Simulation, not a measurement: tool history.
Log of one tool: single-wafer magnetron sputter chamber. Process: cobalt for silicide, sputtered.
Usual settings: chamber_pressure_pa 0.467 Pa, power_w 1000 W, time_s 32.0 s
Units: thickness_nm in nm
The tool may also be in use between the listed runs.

run	day	chamber_pressure_pa	power_w	time_s	wafers since the last listed run	wafers on the sputter target	hours since the last manometer calibration	hours since the magnet pack was replaced	hours since the gauge calibration	read-back reference wafer on the same gauge, thickness_nm	thickness_nm
1	0.000	0.467	1000	32.0	0	16657	1199.7	3174.5	3684.5	15.300	15.745
# day 3.700: capacitance manometer re-zeroed and calibrated
2	3.758	0.467	1000	32.0	2248	18906	1.4	3264.7	3774.7	15.277	15.672
# day 4.562: sputter target and shields replaced
3	14.062	0.467	1000	32.0	6546	6238	248.7	3512.0	4022.0	15.313	15.936
# day 17.292: gauge calibrated
4	18.375	0.561	1000	36.4	2831	9070	352.2	3615.5	26.0	15.290	17.819
5	22.175	0.561	1000	36.4	2495	11565	443.4	3706.7	117.2	15.294	17.795
6	25.804	0.561	1000	36.4	2382	13947	530.5	3793.8	204.3	15.299	17.719
7	29.050	0.467	900	29.6	2131	16079	608.4	3871.7	282.2	15.284	13.434
8	30.779	0.467	900	29.6	1135	17214	649.9	3913.2	323.7	15.325	13.518
9	33.179	0.467	900	32.0	1575	18790	707.5	3970.8	381.3	15.313	14.620
# day 36.658: sputter target and shields replaced
10	37.262	0.379	1000	32.0	2462	397	805.5	4068.8	479.3	15.316	16.363
11	39.658	0.564	1000	32.0	1573	1970	863.0	4126.3	536.8	15.299	15.855
12	49.108	0.467	1000	32.0	6204	8175	1089.8	4353.1	763.6	15.285	15.897
# day 49.492: magnet pack replaced
13	52.046	0.467	1000	35.0	1709	9885	1160.3	61.3	834.1	15.279	17.090
14	54.021	0.467	1000	32.0	1296	11182	1207.7	108.7	881.5	15.299	15.917
15	57.779	0.340	1150	32.0	2467	13649	1297.9	198.9	971.7	15.312	17.803
# day 58.346: capacitance manometer re-zeroed and calibrated
16	61.983	0.611	1100	36.7	2541	16191	87.3	299.8	1072.6	15.304	18.966
17	66.196	0.467	1200	32.0	2765	18957	188.4	400.9	1173.7	15.296	18.009
18	68.133	0.467	1000	28.7	1272	20229	234.9	447.4	1220.2	15.317	14.054
19	69.667	0.467	1000	27.7	1006	21236	271.7	484.2	1257.0	15.315	13.559
# day 72.779: sputter target and shields replaced
20	73.133	0.467	1100	32.0	2057	232	354.9	567.4	1340.2	15.329	17.276
21	76.912	0.467	1000	32.0	2481	2713	445.6	658.1	1430.9	15.334	15.981
22	80.475	0.523	1000	32.0	2339	5052	531.1	743.6	1516.4	15.299	15.813
23	83.804	0.467	850	37.0	2185	7238	611.0	823.5	1596.3	15.339	16.401
24	86.321	0.340	1150	28.3	1652	8891	671.4	883.9	1656.7	15.284	15.859
25	88.121	0.467	1000	32.0	1181	10072	714.6	927.1	1699.9	15.275	15.712
26	92.283	0.603	1000	37.5	2733	12805	814.5	1027.0	1799.8	15.329	18.133
27	95.050	0.467	1000	32.0	1816	14622	880.9	1093.4	1866.2	15.299	15.838
28	96.746	0.467	1150	33.7	1113	15735	921.6	1134.1	1906.9	15.316	18.358
29	100.842	0.467	850	32.0	2689	18425	1019.9	1232.4	2005.2	15.293	14.069
30	104.362	0.467	1000	32.0	2311	20736	1104.4	1316.9	2089.7	15.294	15.612
# day 104.858: sputter target and shields replaced
31	106.096	0.467	1100	38.0	919	812	1146.0	1358.5	2131.3	15.289	20.392
32	109.879	0.573	1000	34.3	2484	3296	1236.8	1449.3	2222.1	15.294	16.732
33	113.033	0.284	800	27.5	2070	5367	1312.5	1525.0	2297.8	15.330	11.911

Hidden state at the last listed run before each entry between runs and at the first one after, where it differs:
Between runs 1 and 2: capacitance manometer re-zeroed and calibrated (day 3.700)
  deposition rate above that of a new target (%): -2.63 -> -2.7
  measured less the result without the state, thickness_nm: -0.425 -> -0.435 nm
Between runs 2 and 3: sputter target and shields replaced (day 4.562)
  deposition rate above that of a new target (%): -2.7 -> -1.54
  measured less the result without the state, thickness_nm: -0.435 -> -0.248 nm
Between runs 3 and 4: gauge calibrated (day 17.292)
  deposition rate above that of a new target (%): -1.54 -> -1.89
  measured less the result without the state, thickness_nm: -0.248 -> -0.342 nm
Between runs 9 and 10: sputter target and shields replaced (day 36.658)
  deposition rate above that of a new target (%): -2.41 -> -0.454
  measured less the result without the state, thickness_nm: -0.360 -> -0.075 nm
Between runs 12 and 13: magnet pack replaced (day 49.492)
  deposition rate above that of a new target (%): -2.09 -> -2.28
  measured less the result without the state, thickness_nm: -0.340 -> -0.399 nm
Between runs 15 and 16: capacitance manometer re-zeroed and calibrated (day 58.346)
  deposition rate above that of a new target (%): -2.53 -> -2.65
  measured less the result without the state, thickness_nm: -0.462 -> -0.516 nm
Between runs 19 and 20: sputter target and shields replaced (day 72.779)
  deposition rate above that of a new target (%): -2.76 -> -0.142
  measured less the result without the state, thickness_nm: -0.385 -> -0.024 nm
Between runs 30 and 31: sputter target and shields replaced (day 104.858)
  deposition rate above that of a new target (%): -2.5 -> -0.648
  measured less the result without the state, thickness_nm: -0.400 -> -0.133 nm
